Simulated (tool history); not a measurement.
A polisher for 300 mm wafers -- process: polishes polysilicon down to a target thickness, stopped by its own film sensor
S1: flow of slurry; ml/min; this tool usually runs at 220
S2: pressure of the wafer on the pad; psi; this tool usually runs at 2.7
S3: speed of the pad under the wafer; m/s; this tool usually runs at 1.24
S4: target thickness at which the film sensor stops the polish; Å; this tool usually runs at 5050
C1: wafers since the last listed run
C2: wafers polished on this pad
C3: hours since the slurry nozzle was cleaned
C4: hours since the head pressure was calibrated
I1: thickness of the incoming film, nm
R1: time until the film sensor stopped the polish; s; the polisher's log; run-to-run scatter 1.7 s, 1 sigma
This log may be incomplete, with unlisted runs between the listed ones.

run	hour	S1	S2	S3	S4	C1	C2	C3	C4	I1	R1
1	0	180	2.7	1.24	5050	0	1006	191.3	775.2	1310.7	105
2	31.4	180	2.7	1.24	5050	156	1163	222.7	806.6	1310.6	101.1
3	61.3	220	2.7	1.24	5050	149	1312	252.6	836.5	1290.1	97.8
# hour 112.6: worn pad replaced by a new one
4	148.9	220	2.7	1.14	3400	416	180	340.2	924.1	1314.2	138.7
# hour 157: slurry nozzle cleaned
# hour 184.4: head pressure recalibrated
5	217.6	220	2.7	1.14	3400	327	508	60.6	33.2	1304.2	128
6	269.7	220	2.7	1.14	3400	259	768	112.7	85.3	1283.2	130.2
7	297.3	220	2.7	1.24	3220	137	905	140.3	112.9	1296.4	122
# hour 464.7: worn pad replaced by a new one
8	488.2	220	2.7	1.24	5050	931	117	331.2	303.8	1285.7	99.4
9	548.4	220	2.7	1.24	6700	300	417	391.4	364	1298.9	82.7
# hour 554.5: slurry nozzle cleaned
10	607.9	220	2.7	1.24	5050	291	708	53.4	423.5	1301.3	98.4
11	665.3	220	2.7	1.24	5050	286	995	110.8	480.9	1299.2	97.7
12	719	220	2.7	1.24	5050	267	1262	164.5	534.6	1324.5	100.1
13	788.4	220	2.7	1.24	5050	346	1608	233.9	604	1279.6	96.7
# hour 853.8: worn pad replaced by a new one
14	854.3	220	2.7	1.24	5050	308	2	299.8	669.9	1289.1	97.8
# hour 873.8: slurry nozzle cleaned
15	917.8	220	2.7	1.24	5050	311	314	44	733.4	1313.2	100.2
16	988.9	220	3.1	1.24	2470	354	668	115.1	804.5	1312.9	114.6
17	1021.3	170	1.9	1.4	5050	161	830	147.5	836.9	1313.2	132.9
18	1081.1	220	2.7	1.24	5050	298	1128	207.3	896.7	1303.8	97.3
19	1122.8	220	2.7	1.44	5050	207	1336	249	938.4	1315.2	86.7
20	1170	180	2.7	1.24	5050	235	1571	296.2	985.6	1303.2	103.3
# hour 1210.3: worn pad replaced by a new one
21	1210.8	195	2.2	1.64	7330	183	2	337	1026.4	1281	64.2
# hour 1229.2: slurry nozzle cleaned
22	1280	220	3.1	1.68	6400	340	342	50.8	1095.6	1297.3	52.1
23	1328.7	220	2.7	1.24	3600	242	585	99.5	1144.3	1320.2	119.5
# hour 1351.5: head pressure recalibrated
24	1382.7	220	2.3	1.38	2290	259	844	153.5	31.2	1288.3	136
25	1414.4	260	2.3	1.24	5050	158	1002	185.2	62.9	1311.1	117.6
26	1478.9	220	2.7	1.14	3400	321	1324	249.7	127.4	1283.2	131.2
27	1542.3	220	2.7	1.24	6040	316	1640	313.1	190.8	1273.1	84

Expected results for the next run?
# hour 1588.1: worn pad replaced by a new one
# hour 1597.1: slurry nozzle cleaned
28	1610.9	220	2.7	1.24	5050	317	108	13.8	259.4	1306.9	?

{"run 28": {"R1": 96.1}}
Had the tool carried no hidden state, the very same run would have given R1 95.9 s.

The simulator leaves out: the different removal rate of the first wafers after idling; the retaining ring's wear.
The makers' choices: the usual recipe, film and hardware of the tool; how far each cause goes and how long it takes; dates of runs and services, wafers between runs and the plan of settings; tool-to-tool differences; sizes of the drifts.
